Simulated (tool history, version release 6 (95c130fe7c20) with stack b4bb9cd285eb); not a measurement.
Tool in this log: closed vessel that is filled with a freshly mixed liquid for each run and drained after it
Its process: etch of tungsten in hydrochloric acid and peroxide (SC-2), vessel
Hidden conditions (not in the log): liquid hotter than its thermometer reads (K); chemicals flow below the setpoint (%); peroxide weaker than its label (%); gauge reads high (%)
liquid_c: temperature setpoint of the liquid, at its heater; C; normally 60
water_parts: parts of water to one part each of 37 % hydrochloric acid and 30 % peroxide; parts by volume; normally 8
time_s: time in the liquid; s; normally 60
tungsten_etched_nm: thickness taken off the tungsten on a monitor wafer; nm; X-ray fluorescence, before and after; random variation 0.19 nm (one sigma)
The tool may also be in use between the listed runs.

| run | hour | liquid_c | water_parts | time_s | wafers since the last listed run | hours since the thermometer was replaced | hours since the chemicals flow meter was replaced | hours since the drum of peroxide was connected | hours since the gauge calibration | read-back film thickness of the tungsten reference wafer, read on the same gauge (nm) | tungsten_etched_nm |
|---|---|---|---|---|---|---|---|---|---|---|---|
| 1 | 0 | 60 | 8 | 60 | 0 | 512.7 | 701.6 | 373.8 | 674 | 59.97 | 42.89 |
| 2 | 107.2 | 60 | 8 | 60 | 11152 | 619.9 | 808.8 | 481 | 781.2 | 60.01 | 42.77 |
|  | 160.4 | new drum of peroxide connected |
|  | 271.9 | thermometer replaced |
| 3 | 330.9 | 60 | 8 | 60 | 23064 | 59 | 1032.5 | 170.5 | 1004.9 | 60.01 | 40.69 |
| 4 | 438 | 60 | 8 | 35 | 11142 | 166.1 | 1139.6 | 277.6 | 1112 | 60.01 | 23.76 |
| 5 | 499.5 | 62.5 | 9.5 | 60 | 6398 | 227.6 | 1201.1 | 339.1 | 1173.5 | 59.98 | 41.35 |
| 6 | 596.2 | 62.5 | 9.5 | 60 | 10060 | 324.3 | 1297.8 | 435.8 | 1270.2 | 59.99 | 41.57 |
| 7 | 648.9 | 62.5 | 9.5 | 60 | 5482 | 377 | 1350.5 | 488.5 | 1322.9 | 59.97 | 41.96 |
|  | 656.5 | new drum of peroxide connected |
|  | 702.8 | chemicals flow meter replaced |
| 8 | 732.2 | 60 | 7 | 85 | 8458 | 460.3 | 29.4 | 75.7 | 1406.2 | 59.99 | 68.29 |
| 9 | 794.5 | 60 | 7 | 85 | 6481 | 522.6 | 91.7 | 138 | 1468.5 | 59.98 | 68.78 |
| 10 | 893.1 | 60 | 8 | 60 | 10257 | 621.2 | 190.3 | 236.6 | 1567.1 | 59.99 | 43.78 |
| 11 | 948.4 | 56.5 | 4.5 | 50 | 5753 | 676.5 | 245.6 | 291.9 | 1622.4 | 59.97 | 44.8 |
| 12 | 992.8 | 65 | 10 | 30 | 4619 | 720.9 | 290 | 336.3 | 1666.8 | 60.01 | 24.78 |
|  | 1044.6 | thermometer replaced |
| 13 | 1089.8 | 60 | 4.5 | 60 | 9987 | 45.2 | 387 | 433.3 | 1763.8 | 60.02 | 64.43 |
|  | 1098.1 | new drum of peroxide connected |
|  | 1134.6 | gauge calibrated |
| 14 | 1195.5 | 62.5 | 8 | 40 | 10892 | 150.9 | 492.7 | 97.4 | 60.9 | 59.98 | 32.83 |
| 15 | 1297.9 | 60 | 8 | 60 | 10653 | 253.3 | 595.1 | 199.8 | 163.3 | 59.99 | 41.87 |
| 16 | 1403.8 | 55.5 | 4 | 60 | 11017 | 359.2 | 701 | 305.7 | 269.2 | 60.04 | 53.07 |

Expected results for the next run?
| 17 | 1446.8 | 50 | 6 | 75 | 4473 | 402.2 | 744 | 348.7 | 312.2 | ? | ? |

read-back film thickness of the tungsten reference wafer, read on the same gauge (nm): 60
tungsten_etched_nm: 34.7 nm
If the tool had no hidden condition, the same run with the same run-to-run variation would have returned tungsten_etched_nm 34.65 nm.

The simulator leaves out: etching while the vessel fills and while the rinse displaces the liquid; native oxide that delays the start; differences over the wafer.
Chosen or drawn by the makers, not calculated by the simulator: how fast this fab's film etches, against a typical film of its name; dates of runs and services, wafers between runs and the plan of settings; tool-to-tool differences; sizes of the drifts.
